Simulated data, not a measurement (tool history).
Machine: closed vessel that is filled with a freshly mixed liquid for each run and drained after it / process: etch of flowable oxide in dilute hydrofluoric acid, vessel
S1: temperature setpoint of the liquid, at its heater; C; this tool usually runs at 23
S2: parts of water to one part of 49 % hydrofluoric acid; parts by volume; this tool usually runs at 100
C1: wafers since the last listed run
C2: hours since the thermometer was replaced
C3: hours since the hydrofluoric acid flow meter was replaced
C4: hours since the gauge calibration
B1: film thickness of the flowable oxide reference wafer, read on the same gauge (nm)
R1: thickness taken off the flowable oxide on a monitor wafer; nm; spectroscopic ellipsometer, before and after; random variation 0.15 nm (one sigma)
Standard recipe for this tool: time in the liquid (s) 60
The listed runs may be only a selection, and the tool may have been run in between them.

{"run": 1, "day": 0.0, "S1": 23, "S2": 100, "time in the liquid (s)": 60, "C1": 0, "C2": 1381.9, "C3": 752.8, "C4": 886.9, "B1": 150.02, "R1": 21.31}
{"day": 0.938, "done": "hydrofluoric acid flow meter replaced"}
{"run": 2, "day": 3.262, "S1": 23, "S2": 100, "time in the liquid (s)": 60, "C1": 10191, "C2": 1460.2, "C3": 55.8, "C4": 965.2, "B1": 150.02, "R1": 21.44}
{"run": 3, "day": 5.192, "S1": 23, "S2": 100, "time in the liquid (s)": 60, "C1": 6104, "C2": 1506.5, "C3": 102.1, "C4": 1011.5, "B1": 149.98, "R1": 21.52}
{"run": 4, "day": 9.471, "S1": 23, "S2": 100, "time in the liquid (s)": 60, "C1": 13540, "C2": 1609.2, "C3": 204.8, "C4": 1114.2, "B1": 150.02, "R1": 21.71}
{"run": 5, "day": 11.058, "S1": 23, "S2": 100, "time in the liquid (s)": 60, "C1": 5023, "C2": 1647.3, "C3": 242.9, "C4": 1152.3, "B1": 150.01, "R1": 21.55}
{"run": 6, "day": 14.546, "S1": 23, "S2": 100, "time in the liquid (s)": 60, "C1": 11035, "C2": 1731, "C3": 326.6, "C4": 1236, "B1": 150, "R1": 21.79}
{"run": 7, "day": 16.796, "S1": 23, "S2": 100, "time in the liquid (s)": 60, "C1": 7119, "C2": 1785, "C3": 380.6, "C4": 1290, "B1": 150.01, "R1": 21.55}
{"run": 8, "day": 20.958, "S1": 23, "S2": 100, "time in the liquid (s)": 60, "C1": 13171, "C2": 1884.9, "C3": 480.5, "C4": 1389.9, "B1": 150, "R1": 22.06}
{"run": 9, "day": 25.404, "S1": 23, "S2": 70, "time in the liquid (s)": 60, "C1": 14067, "C2": 1991.6, "C3": 587.2, "C4": 1496.6, "B1": 149.99, "R1": 32.96}
{"day": 27.258, "done": "hydrofluoric acid flow meter replaced"}
{"day": 28.2, "done": "gauge calibrated"}
{"day": 29.062, "done": "thermometer replaced"}
{"run": 10, "day": 29.121, "S1": 24.5, "S2": 100, "time in the liquid (s)": 60, "C1": 11496, "C2": 1.4, "C3": 44.7, "C4": 22.1, "B1": 150.03, "R1": 24.7}
{"run": 11, "day": 33.35, "S1": 23, "S2": 100, "time in the liquid (s)": 95, "C1": 13382, "C2": 102.9, "C3": 146.2, "C4": 123.6, "B1": 149.95, "R1": 37.03}
{"run": 12, "day": 34.946, "S1": 19, "S2": 140, "time in the liquid (s)": 90, "C1": 5049, "C2": 141.2, "C3": 184.5, "C4": 161.9, "B1": 150.02, "R1": 20.18}
{"run": 13, "day": 36.825, "S1": 23, "S2": 100, "time in the liquid (s)": 60, "C1": 5946, "C2": 186.3, "C3": 229.6, "C4": 207, "B1": 150, "R1": 23.58}
{"day": 37.096, "done": "thermometer replaced, repeated, since the last time left the tool worse"}
{"run": 14, "day": 40.821, "S1": 23, "S2": 100, "time in the liquid (s)": 60, "C1": 12512, "C2": 89.4, "C3": 325.5, "C4": 302.9, "B1": 150.06, "R1": 20.51}
{"run": 15, "day": 47.971, "S1": 26.5, "S2": 100, "time in the liquid (s)": 30, "C1": 22624, "C2": 261, "C3": 497.1, "C4": 474.5, "B1": 149.99, "R1": 11.86}
{"run": 16, "day": 51.05, "S1": 23, "S2": 100, "time in the liquid (s)": 60, "C1": 9743, "C2": 334.9, "C3": 571, "C4": 548.4, "B1": 150.07, "R1": 20.77}

Run 17 is up next; what results do you expect?
{"run": 17, "day": 53.246, "S1": 23, "S2": 100, "time in the liquid (s)": 30, "C1": 6948, "C2": 387.6, "C3": 623.7, "C4": 601.1, "B1": "?", "R1": "?"}

B1: 149.96
R1: 10.51 nm
Minus the tool's unlogged condition, the same run would have read R1 10.37 nm.
